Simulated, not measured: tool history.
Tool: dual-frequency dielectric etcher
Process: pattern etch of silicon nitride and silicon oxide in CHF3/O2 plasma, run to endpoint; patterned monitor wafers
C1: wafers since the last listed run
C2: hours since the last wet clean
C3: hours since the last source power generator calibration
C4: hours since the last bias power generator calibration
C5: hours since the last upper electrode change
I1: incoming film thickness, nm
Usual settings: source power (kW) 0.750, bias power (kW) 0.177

Run 1, hour 0.0: usual settings; C1 0; C2 242.6; C3 2691.7; C4 3107.2; C5 4017.8; I1 154.0. Result: endpoint time (s) 108.9.
Run 2, hour 26.6: usual settings; C1 230; C2 269.2; C3 2718.3; C4 3133.8; C5 4044.4; I1 152.3. Result: endpoint time (s) 107.1.
Run 3, hour 61.2: usual settings; C1 299; C2 303.8; C3 2752.9; C4 3168.4; C5 4079.0; I1 152.1. Result: endpoint time (s) 106.0.
Run 4, hour 76.6: usual settings; C1 133; C2 319.2; C3 2768.3; C4 3183.8; C5 4094.4; I1 152.6. Result: endpoint time (s) 105.8.
Run 5, hour 104.8: usual settings; C1 244; C2 347.4; C3 2796.5; C4 3212.0; C5 4122.6; I1 151.6. Result: endpoint time (s) 105.6.
Run 6, hour 120.8: usual settings; C1 138; C2 363.4; C3 2812.5; C4 3228.0; C5 4138.6; I1 151.8. Result: endpoint time (s) 106.7.
Run 7, hour 150.6: usual settings; C1 258; C2 393.2; C3 2842.3; C4 3257.8; C5 4168.4; I1 152.2. Result: endpoint time (s) 106.1.
At hour 186.8: upper electrode replaced.
Run 8, hour 187.3: usual settings; C1 109; C2 429.9; C3 2879.0; C4 3294.5; C5 0.5; I1 150.9. Result: endpoint time (s) 104.2.
Run 9, hour 203.3: usual settings; C1 138; C2 445.9; C3 2895.0; C4 3310.5; C5 16.5; I1 152.8. Result: endpoint time (s) 104.8.
At hour 213.7: source power generator calibrated.
Run 10, hour 221.6: usual settings; C1 123; C2 464.2; C3 7.9; C4 3328.8; C5 34.8; I1 150.9. Result: endpoint time (s) 103.3.
Run 11, hour 235.0: usual settings; C1 116; C2 477.6; C3 21.3; C4 3342.2; C5 48.2; I1 152.9. Result: endpoint time (s) 104.4.
Run 12, hour 265.8: usual settings; C1 266; C2 508.4; C3 52.1; C4 3373.0; C5 79.0; I1 153.3. Result: endpoint time (s) 105.6.
Run 13, hour 279.5: usual settings but source power (kW) 0.850, bias power (kW) 0.211; C1 118; C2 522.1; C3 65.8; C4 3386.7; C5 92.7; I1 150.5. Result: endpoint time (s) 97.2.
Run 14, hour 300.5: usual settings but bias power (kW) 0.166; C1 181; C2 543.1; C3 86.8; C4 3407.7; C5 113.7; I1 152.3. Result: endpoint time (s) 104.8.
At hour 336.3: wet clean of the chamber.
Run 15, hour 336.8: usual settings but bias power (kW) 0.149; C1 106; C2 0.5; C3 123.1; C4 3444.0; C5 150.0; I1 151.7. Result: endpoint time (s) 113.2.
Run 16, hour 352.3: usual settings but source power (kW) 0.840, bias power (kW) 0.192; C1 134; C2 16.0; C3 138.6; C4 3459.5; C5 165.5; I1 152.5. Result: endpoint time (s) 104.7.
Run 17, hour 366.2: usual settings; C1 120; C2 29.9; C3 152.5; C4 3473.4; C5 179.4; I1 152.9. Result: endpoint time (s) 108.4.
At hour 398.5: bias power generator calibrated.
Run 18, hour 399.0: usual settings but bias power (kW) 0.162; C1 249; C2 62.7; C3 185.3; C4 0.5; C5 212.2; I1 152.4. Result: endpoint time (s) 111.8.
Run 19, hour 419.5: usual settings; C1 177; C2 83.2; C3 205.8; C4 21.0; C5 232.7; I1 152.7. Result: endpoint time (s) 109.1.
Run 20, hour 451.0: usual settings but source power (kW) 0.570, bias power (kW) 0.164; C1 272; C2 114.7; C3 237.3; C4 52.5; C5 264.2; I1 150.3. Result: endpoint time (s) 113.6.
Run 21, hour 484.3: usual settings; C1 288; C2 148.0; C3 270.6; C4 85.8; C5 297.5; I1 152.8. Result: endpoint time (s) 107.8.
Run 22, hour 516.5: usual settings but source power (kW) 0.600, bias power (kW) 0.200; C1 278; C2 180.2; C3 302.8; C4 118.0; C5 329.7; I1 150.2. Result: endpoint time (s) 108.5.
Run 23, hour 544.7: usual settings but source power (kW) 0.870; C1 244; C2 208.4; C3 331.0; C4 146.2; C5 357.9; I1 152.6. Result: endpoint time (s) 103.8.

3 ways to go on from here, each from the tool as it stands after run 23. What would each give?
Run A, hour 545.2: usual settings; C1 4; C2 208.9; C3 331.5; C4 146.7; C5 358.4; I1 153.0. Result: endpoint time (s) ?.
Run B, hour 545.2: usual settings but source power (kW) 0.860, bias power (kW) 0.188; C1 4; C2 208.9; C3 331.5; C4 146.7; C5 358.4; I1 153.0. Result: endpoint time (s) ?.
Run C, hour 545.2: usual settings but source power (kW) 0.810, bias power (kW) 0.205; C1 4; C2 208.9; C3 331.5; C4 146.7; C5 358.4; I1 153.0. Result: endpoint time (s) ?.

run  endpoint time (s)
  A              107.6
  B              103.3
  C              102.7
Without the tool's hidden state the same runs would have given:
run  endpoint time (s)
  A              109.1
  B              104.8
  C              104.1

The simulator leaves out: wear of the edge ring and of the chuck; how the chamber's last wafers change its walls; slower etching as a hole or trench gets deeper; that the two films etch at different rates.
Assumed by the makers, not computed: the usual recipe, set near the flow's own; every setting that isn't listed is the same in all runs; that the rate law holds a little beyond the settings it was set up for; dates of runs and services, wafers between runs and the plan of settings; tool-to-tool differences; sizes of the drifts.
